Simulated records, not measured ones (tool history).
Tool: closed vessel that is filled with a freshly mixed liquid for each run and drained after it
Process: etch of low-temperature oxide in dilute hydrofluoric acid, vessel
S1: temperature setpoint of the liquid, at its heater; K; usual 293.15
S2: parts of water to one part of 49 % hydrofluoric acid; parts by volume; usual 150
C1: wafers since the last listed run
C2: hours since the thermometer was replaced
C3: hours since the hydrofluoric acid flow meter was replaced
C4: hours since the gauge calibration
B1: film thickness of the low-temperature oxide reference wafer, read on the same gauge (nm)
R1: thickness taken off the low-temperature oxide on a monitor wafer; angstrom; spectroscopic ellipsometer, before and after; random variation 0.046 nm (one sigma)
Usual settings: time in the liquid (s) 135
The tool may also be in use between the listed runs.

run 1 day=0.000 | S1=296.15 S2=150 time_in_the_liquid_(s)=135 | C1=0 C2=1945.1 C3=1111.9 C4=630.0 | B1=30.00 | R1=142.1
run 2 day=0.517 | S1=296.15 S2=150 time_in_the_liquid_(s)=135 | C1=1275 C2=1957.5 C3=1124.3 C4=642.4 | B1=30.01 | R1=142.0
-- day=0.592 hydrofluoric acid flow meter replaced
-- day=1.142 thermometer replaced
run 3 day=1.162 | S1=293.15 S2=150 time_in_the_liquid_(s)=135 | C1=1388 C2=0.5 C3=13.7 C4=657.9 | B1=29.99 | R1=119.8
run 4 day=2.983 | S1=293.15 S2=150 time_in_the_liquid_(s)=135 | C1=4494 C2=44.2 C3=57.4 C4=701.6 | B1=29.99 | R1=119.4
run 5 day=3.271 | S1=293.15 S2=150 time_in_the_liquid_(s)=135 | C1=709 C2=51.1 C3=64.3 C4=708.5 | B1=29.96 | R1=119.5
run 6 day=3.946 | S1=293.15 S2=150 time_in_the_liquid_(s)=135 | C1=1666 C2=67.3 C3=80.5 C4=724.7 | B1=29.99 | R1=119.8
run 7 day=4.683 | S1=293.15 S2=150 time_in_the_liquid_(s)=135 | C1=1820 C2=85.0 C3=98.2 C4=742.4 | B1=30.01 | R1=119.1
run 8 day=5.025 | S1=293.15 S2=150 time_in_the_liquid_(s)=135 | C1=843 C2=93.2 C3=106.4 C4=750.6 | B1=30.01 | R1=119.0
-- day=5.342 gauge calibrated
run 9 day=5.379 | S1=293.15 S2=220 time_in_the_liquid_(s)=135 | C1=874 C2=101.7 C3=114.9 C4=0.9 | B1=29.98 | R1=76.0
run 10 day=5.875 | S1=293.15 S2=190 time_in_the_liquid_(s)=135 | C1=1223 C2=113.6 C3=126.8 C4=12.8 | B1=29.99 | R1=90.7
-- day=7.367 thermometer replaced, repeated, since the last time left the tool worse
run 11 day=7.408 | S1=290.65 S2=105 time_in_the_liquid_(s)=190 | C1=3681 C2=1.0 C3=163.6 C4=49.6 | B1=29.99 | R1=258.0
run 12 day=8.146 | S1=293.15 S2=170 time_in_the_liquid_(s)=135 | C1=1820 C2=18.7 C3=181.3 C4=67.3 | B1=30.01 | R1=117.4
run 13 day=9.242 | S1=293.15 S2=110 time_in_the_liquid_(s)=135 | C1=2704 C2=45.0 C3=207.6 C4=93.6 | B1=30.00 | R1=191.4
run 14 day=9.642 | S1=296.15 S2=150 time_in_the_liquid_(s)=135 | C1=987 C2=54.6 C3=217.2 C4=103.2 | B1=30.00 | R1=151.9
run 15 day=10.138 | S1=290.65 S2=90 time_in_the_liquid_(s)=75 | C1=1223 C2=66.5 C3=229.1 C4=115.1 | B1=29.98 | R1=119.8
run 16 day=10.662 | S1=293.15 S2=185 time_in_the_liquid_(s)=135 | C1=1295 C2=79.1 C3=241.7 C4=127.7 | B1=30.04 | R1=105.3
run 17 day=11.117 | S1=294.65 S2=85 time_in_the_liquid_(s)=55 | C1=1121 C2=90.0 C3=252.6 C4=138.6 | B1=30.00 | R1=111.3
run 18 day=11.629 | S1=294.65 S2=150 time_in_the_liquid_(s)=175 | C1=1265 C2=102.3 C3=264.9 C4=150.9 | B1=30.02 | R1=185.5
run 19 day=11.950 | S1=293.15 S2=105 time_in_the_liquid_(s)=135 | C1=791 C2=110.0 C3=272.6 C4=158.6 | B1=30.02 | R1=202.4
run 20 day=12.283 | S1=293.15 S2=185 time_in_the_liquid_(s)=185 | C1=822 C2=118.0 C3=280.6 C4=166.6 | B1=30.03 | R1=145.0
run 21 day=12.629 | S1=296.15 S2=190 time_in_the_liquid_(s)=135 | C1=853 C2=126.3 C3=288.9 C4=174.9 | B1=29.99 | R1=114.2
run 22 day=13.104 | S1=290.15 S2=150 time_in_the_liquid_(s)=135 | C1=1172 C2=137.7 C3=300.3 C4=186.3 | B1=30.00 | R1=119.9
run 23 day=13.675 | S1=293.15 S2=150 time_in_the_liquid_(s)=135 | C1=1409 C2=151.4 C3=314.0 C4=200.0 | B1=30.03 | R1=133.8
run 24 day=14.033 | S1=293.15 S2=150 time_in_the_liquid_(s)=135 | C1=884 C2=160.0 C3=322.6 C4=208.6 | B1=30.03 | R1=134.1
run 25 day=14.475 | S1=293.15 S2=150 time_in_the_liquid_(s)=105 | C1=1090 C2=170.6 C3=333.2 C4=219.2 | B1=29.98 | R1=104.8
run 26 day=14.767 | S1=298.15 S2=215 time_in_the_liquid_(s)=115 | C1=719 C2=177.6 C3=340.2 C4=226.2 | B1=30.00 | R1=90.4
run 27 day=15.158 | S1=290.15 S2=80 time_in_the_liquid_(s)=185 | C1=966 C2=187.0 C3=349.6 C4=235.6 | B1=29.99 | R1=328.2
run 28 day=15.775 | S1=296.15 S2=150 time_in_the_liquid_(s)=135 | C1=1522 C2=201.8 C3=364.4 C4=250.4 | B1=30.03 | R1=151.2
run 29 day=16.275 | S1=290.15 S2=185 time_in_the_liquid_(s)=55 | C1=1234 C2=213.8 C3=376.4 C4=262.4 | B1=29.98 | R1=37.9
run 30 day=18.083 | S1=294.65 S2=150 time_in_the_liquid_(s)=135 | C1=4463 C2=257.2 C3=419.8 C4=305.8 | B1=29.99 | R1=143.3
run 31 day=18.521 | S1=290.15 S2=150 time_in_the_liquid_(s)=65 | C1=1079 C2=267.7 C3=430.3 C4=316.3 | B1=30.03 | R1=57.1
run 32 day=19.079 | S1=291.65 S2=95 time_in_the_liquid_(s)=110 | C1=1378 C2=281.1 C3=443.7 C4=329.7 | B1=30.02 | R1=171.4
run 33 day=19.329 | S1=293.15 S2=200 time_in_the_liquid_(s)=135 | C1=617 C2=287.1 C3=449.7 C4=335.7 | B1=30.03 | R1=95.9

Measured less the same run without the tool's hidden state. The same run-to-run variation is in both; the gauge's scatter may not be:
The hidden state here: liquid colder than its thermometer reads (K); hydrofluoric acid flow below the setpoint (%); gauge reads high (%).
run=1 R1=-10.4
run=2 R1=-10.4
run=3 R1=-16.1
run=4 R1=-16.2
run=5 R1=-16.3
run=6 R1=-16.4
run=7 R1=-16.5
run=8 R1=-16.4
run=9 R1=-10.1
run=10 R1=-12.3
run=11 R1=-0.5
run=12 R1=-0.2
run=13 R1=-0.6
run=14 R1=-0.5
run=15 R1=-0.5
run=16 R1=-0.5
run=17 R1=-0.6
run=18 R1=-0.9
run=19 R1=-1.2
run=20 R1=-0.8
run=21 R1=-0.7
run=22 R1=-0.7
run=23 R1=-1.0
run=24 R1=-1.0
run=25 R1=-0.8
run=26 R1=-0.6
run=27 R1=-2.9
run=28 R1=-1.3
run=29 R1=-0.4
run=30 R1=-1.6
run=31 R1=-0.6
run=32 R1=-2.0
run=33 R1=-1.1
